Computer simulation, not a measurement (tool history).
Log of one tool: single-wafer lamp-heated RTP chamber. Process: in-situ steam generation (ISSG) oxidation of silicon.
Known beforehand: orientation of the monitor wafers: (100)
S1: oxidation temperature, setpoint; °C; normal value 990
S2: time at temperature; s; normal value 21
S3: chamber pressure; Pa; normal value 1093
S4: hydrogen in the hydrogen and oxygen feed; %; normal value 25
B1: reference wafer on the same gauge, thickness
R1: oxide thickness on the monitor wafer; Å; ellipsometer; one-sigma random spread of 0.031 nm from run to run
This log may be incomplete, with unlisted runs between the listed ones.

{"run": 1, "hour": 0.0, "S1": 990, "S2": 21, "S3": 1093, "S4": 25, "B1": 6.076, "R1": 53.11}
{"run": 2, "hour": 28.4, "S1": 990, "S2": 21, "S3": 1093, "S4": 25, "B1": 6.081, "R1": 52.8}
{"run": 3, "hour": 69.1, "S1": 990, "S2": 21, "S3": 1093, "S4": 29, "B1": 6.07, "R1": 54.51}
{"run": 4, "hour": 135.8, "S1": 990, "S2": 21, "S3": 1093, "S4": 29, "B1": 6.049, "R1": 54.85}
{"run": 5, "hour": 168.4, "S1": 990, "S2": 21, "S3": 1093, "S4": 25, "B1": 6.038, "R1": 52.52}
{"run": 6, "hour": 240.3, "S1": 990, "S2": 21, "S3": 1093, "S4": 25, "B1": 6.028, "R1": 52.83}
{"run": 7, "hour": 273.8, "S1": 990, "S2": 21, "S3": 1093, "S4": 25, "B1": 6.031, "R1": 51.99}
{"hour": 285.2, "done": "pressure gauge zeroed"}
{"run": 8, "hour": 313.9, "S1": 990, "S2": 24, "S3": 1093, "S4": 25, "B1": 6.002, "R1": 56.05}
{"run": 9, "hour": 410.8, "S1": 990, "S2": 24, "S3": 1093, "S4": 25, "B1": 5.983, "R1": 55.37}
{"hour": 419.6, "done": "gauge calibrated"}
{"hour": 440.5, "done": "hydrogen flow controller replaced"}
{"run": 10, "hour": 441.0, "S1": 990, "S2": 16, "S3": 1093, "S4": 25, "B1": 6.189, "R1": 47.49}
{"run": 11, "hour": 467.5, "S1": 990, "S2": 27, "S3": 947, "S4": 25, "B1": 6.169, "R1": 60.47}
{"hour": 530.1, "done": "pyrometer window cleaned and pyrometer calibrated"}
{"run": 12, "hour": 530.6, "S1": 990, "S2": 21, "S3": 1093, "S4": 25, "B1": 6.178, "R1": 52.97}
{"run": 13, "hour": 565.4, "S1": 983, "S2": 13, "S3": 1013, "S4": 32, "B1": 6.166, "R1": 45.28}
{"run": 14, "hour": 591.4, "S1": 990, "S2": 21, "S3": 1187, "S4": 25, "B1": 6.163, "R1": 53.27}
{"run": 15, "hour": 616.4, "S1": 999, "S2": 13, "S3": 1093, "S4": 25, "B1": 6.141, "R1": 44.81}
{"run": 16, "hour": 643.6, "S1": 1006, "S2": 17, "S3": 1200, "S4": 30, "B1": 6.133, "R1": 53.71}
{"run": 17, "hour": 673.5, "S1": 990, "S2": 21, "S3": 1093, "S4": 25, "B1": 6.136, "R1": 53.03}
{"run": 18, "hour": 717.2, "S1": 978, "S2": 23, "S3": 1040, "S4": 19, "B1": 6.127, "R1": 49.61}
{"run": 19, "hour": 782.2, "S1": 990, "S2": 28, "S3": 933, "S4": 25, "B1": 6.114, "R1": 61.2}

Each row is a separate what-if for the run after 19, all from the same tool condition, not one after another. Results?
{"run": "A", "hour": 782.6, "S1": 990, "S2": 14, "S3": 1093, "S4": 25, "B1": "?", "R1": "?"}
{"run": "B", "hour": 782.6, "S1": 999, "S2": 18, "S3": 1093, "S4": 25, "B1": "?", "R1": "?"}
{"run": "C", "hour": 782.6, "S1": 990, "S2": 15, "S3": 1093, "S4": 32, "B1": "?", "R1": "?"}
{"run": "D", "hour": 782.6, "S1": 981, "S2": 21, "S3": 1093, "S4": 25, "B1": "?", "R1": "?"}
{"run": "E", "hour": 782.6, "S1": 990, "S2": 19, "S3": 1093, "S4": 25, "B1": "?", "R1": "?"}

run=A B1=6.095 R1=44.30
run=B B1=6.095 R1=51.06
run=C B1=6.095 R1=48.71
run=D B1=6.095 R1=51.05
run=E B1=6.095 R1=50.52
With the hidden condition removed and each run's random variation left untouched, the same runs would have given:
run=A R1=44.88
run=B R1=51.72
run=C R1=49.35
run=D R1=51.72
run=E R1=51.18
